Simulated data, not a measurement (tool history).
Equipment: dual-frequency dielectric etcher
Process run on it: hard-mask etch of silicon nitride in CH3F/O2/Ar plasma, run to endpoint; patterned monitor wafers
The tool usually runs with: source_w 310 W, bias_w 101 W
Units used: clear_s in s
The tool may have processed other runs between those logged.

run    hour  source_w  bias_w  wafers since the last listed run  hours since the last wet clean  hours since the last source power generator calibration  hours since the last bias power generator calibration  hours since the last upper electrode change  incoming incoming film thickness, nm  clear_s
  1       0       360     101                                 0                             326                                                     3112                                                 3555.5                                       3251.5                                 29.61     34.6
  2    29.8       310     101                               358                           355.8                                                   3141.8                                                 3585.3                                       3281.3                                 29.73       37
      106.1  -- wet clean of the chamber
  3   106.6       310     101                               634                             0.5                                                   3218.6                                                 3662.1                                       3358.1                                 29.81     38.6
  4   206.5       310     101                              1200                           100.4                                                   3318.5                                                   3762                                         3458                                 29.46     38.4
  5   238.3       310     101                               382                           132.2                                                   3350.3                                                 3793.8                                       3489.8                                 29.47     37.7
  6     285       310     101                               561                           178.9                                                     3397                                                 3840.5                                       3536.5                                 29.41     37.8
  7   316.1       310     101                               373                             210                                                   3428.1                                                 3871.6                                       3567.6                                  29.3     37.3
  8   356.3       310      94                               482                           250.2                                                   3468.3                                                 3911.8                                       3607.8                                 29.72     38.8
  9   422.3       310     101                               792                           316.2                                                   3534.3                                                 3977.8                                       3673.8                                 29.59     36.4
      479.4  -- wet clean of the chamber
 10   479.9       310     101                               403                             0.5                                                   3591.9                                                 4035.4                                       3731.4                                 29.54     38.1
      535.3  -- bias power generator calibrated
      557.4  -- upper electrode replaced
 11   557.9       230     110                               622                            78.5                                                   3669.9                                                   22.6                                          0.5                                 29.94     42.9
 12   628.6       310      94                               849                           149.2                                                   3740.6                                                   93.3                                         71.2                                 29.59     39.2
      655.2  -- source power generator calibrated
 13   669.1       310     101                               438                           189.7                                                     13.9                                                  133.8                                        111.7                                  29.6     37.6
 14   719.5       250     123                               605                           240.1                                                     64.3                                                  184.2                                        162.1                                 29.37     37.6
 15   788.7       310     101                               831                           309.3                                                    133.5                                                  253.4                                        231.3                                 30.01     37.8
      874.6  -- wet clean of the chamber
 16   875.1       370     123                               749                             0.5                                                    219.9                                                  339.8                                        317.7                                 29.71       33
 17   908.1       310     101                               396                            33.5                                                    252.9                                                  372.8                                        350.7                                 29.53       38
 18   941.1       310     108                               396                            66.5                                                    285.9                                                  405.8                                        383.7                                 29.53     36.9
 19  1002.9       390      94                               742                           128.3                                                    347.7                                                  467.6                                        445.5                                 29.53     35.5
 20  1049.4       270     119                               558                           174.8                                                    394.2                                                  514.1                                          492                                 29.88       38

4 ways to go on from here, each from the tool as it stands after run 20. What would each give?
  A  1049.8       310     120                                 4                           175.2                                                    394.6                                                  514.5                                        492.4                                 29.56        ?
  B  1049.8       330      86                                 4                           175.2                                                    394.6                                                  514.5                                        492.4                                 29.56        ?
  C  1049.8       380     120                                 4                           175.2                                                    394.6                                                  514.5                                        492.4                                 29.56        ?
  D  1049.8       230      85                                 4                           175.2                                                    394.6                                                  514.5                                        492.4                                 29.56        ?

run  clear_s
  A     35.2
  B       39
  C     32.4
  D     45.8
What these runs would have given with no unlogged condition in the tool:
run  clear_s
  A       36
  B     39.9
  C     33.1
  D     46.9

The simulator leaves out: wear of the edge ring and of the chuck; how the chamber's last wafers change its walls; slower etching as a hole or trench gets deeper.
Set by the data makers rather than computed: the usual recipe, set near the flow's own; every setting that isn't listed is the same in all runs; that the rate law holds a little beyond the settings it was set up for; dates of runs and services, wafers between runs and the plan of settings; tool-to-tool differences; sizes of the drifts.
